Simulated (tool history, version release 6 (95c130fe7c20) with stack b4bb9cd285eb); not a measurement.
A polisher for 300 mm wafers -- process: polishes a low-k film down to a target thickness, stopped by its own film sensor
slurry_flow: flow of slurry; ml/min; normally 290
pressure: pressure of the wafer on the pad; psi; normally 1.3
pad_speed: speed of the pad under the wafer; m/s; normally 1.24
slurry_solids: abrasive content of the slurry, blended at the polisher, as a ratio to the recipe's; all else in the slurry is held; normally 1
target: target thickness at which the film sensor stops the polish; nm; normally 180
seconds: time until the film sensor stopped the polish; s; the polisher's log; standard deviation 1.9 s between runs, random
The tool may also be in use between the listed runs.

| run | day | slurry_flow | pressure | pad_speed | slurry_solids | target | incoming thickness of the incoming film, nm | seconds |
|---|---|---|---|---|---|---|---|---|
| 1 | 0 | 290 | 1.3 | 1.24 | 1 | 180 | 214.6 | 147.4 |
|  | 1.458 | conditioning disc replaced and pad reconditioned |
| 2 | 2.938 | 290 | 1.3 | 1.24 | 1 | 180 | 206.7 | 117.3 |
|  | 4.504 | slurry blender recalibrated |
| 3 | 6.175 | 290 | 1.3 | 1.24 | 1 | 180 | 208.6 | 103 |
|  | 9.675 | worn pad replaced by a new one |
|  | 12.008 | slurry nozzle cleaned |
| 4 | 17.988 | 290 | 1.3 | 1.24 | 1 | 180 | 211.5 | 127.8 |
| 5 | 21.717 | 290 | 1.3 | 1.24 | 1 | 180 | 207.9 | 114.6 |
| 6 | 23.342 | 290 | 1.3 | 1.24 | 1 | 180 | 208 | 118.8 |
|  | 25.542 | slurry blender recalibrated |
| 7 | 25.9 | 290 | 1.3 | 1.24 | 1 | 180 | 211.2 | 117.3 |
|  | 27.712 | conditioning disc replaced and pad reconditioned |
| 8 | 33.375 | 290 | 1.3 | 1.24 | 1 | 180 | 208.2 | 107.3 |
|  | 33.621 | worn pad replaced by a new one |
| 9 | 36.9 | 290 | 1.3 | 1.24 | 1 | 180 | 208.1 | 114.1 |
|  | 39.604 | slurry nozzle cleaned |
| 10 | 40.167 | 290 | 1.1 | 1.12 | 1.1 | 175 | 209.7 | 166.6 |
|  | 41.575 | head pressure recalibrated |
| 11 | 42.083 | 290 | 1.3 | 1.24 | 1 | 180 | 211.3 | 129.2 |
| 12 | 45.046 | 290 | 0.9 | 1.1 | 1.15 | 187 | 209.1 | 129.9 |
| 13 | 47.242 | 380 | 1.3 | 0.84 | 1 | 180 | 207.6 | 159.5 |
|  | 47.475 | slurry blender recalibrated |
| 14 | 49.642 | 235 | 0.9 | 1.24 | 1.15 | 186 | 214 | 137.8 |
|  | 50.779 | conditioning disc replaced and pad reconditioned |
| 15 | 51.571 | 365 | 1.5 | 1.1 | 0.8 | 180 | 208.5 | 113 |
| 16 | 53.742 | 290 | 1.3 | 1.24 | 1 | 180 | 208.2 | 106.6 |
|  | 57.225 | worn pad replaced by a new one |
| 17 | 57.483 | 290 | 1.3 | 1.24 | 1 | 180 | 211.2 | 120.5 |
| 18 | 60.35 | 290 | 1.7 | 1.66 | 1 | 180 | 211 | 75.4 |
|  | 61.342 | slurry nozzle cleaned |
| 19 | 64.788 | 290 | 1 | 1.24 | 1 | 172 | 209.2 | 197.1 |
|  | 68.129 | slurry blender recalibrated |
| 20 | 68.642 | 385 | 0.9 | 1.06 | 1.25 | 180 | 208.6 | 142.9 |
| 21 | 70.338 | 290 | 1.8 | 1.24 | 1 | 180 | 209.2 | 80.4 |
|  | 71.554 | conditioning disc replaced and pad reconditioned |
|  | 78.946 | worn pad replaced by a new one |
| 22 | 81.842 | 200 | 1.3 | 1.24 | 0.85 | 180 | 209.7 | 138.2 |
| 23 | 85.254 | 290 | 1.8 | 0.96 | 1.1 | 180 | 212.8 | 118.3 |
|  | 89.046 | slurry nozzle cleaned |
|  | 89.067 | slurry blender recalibrated |
| 24 | 89.621 | 290 | 1.3 | 1.24 | 1 | 180 | 207 | 97.7 |

Expected results for the next run?
| 25 | 91.592 | 290 | 1.3 | 1.24 | 1 | 180 | 209.3 | ? |

seconds: 111 s
Minus the tool's unlogged condition, the same run would have read seconds 107.5 s.

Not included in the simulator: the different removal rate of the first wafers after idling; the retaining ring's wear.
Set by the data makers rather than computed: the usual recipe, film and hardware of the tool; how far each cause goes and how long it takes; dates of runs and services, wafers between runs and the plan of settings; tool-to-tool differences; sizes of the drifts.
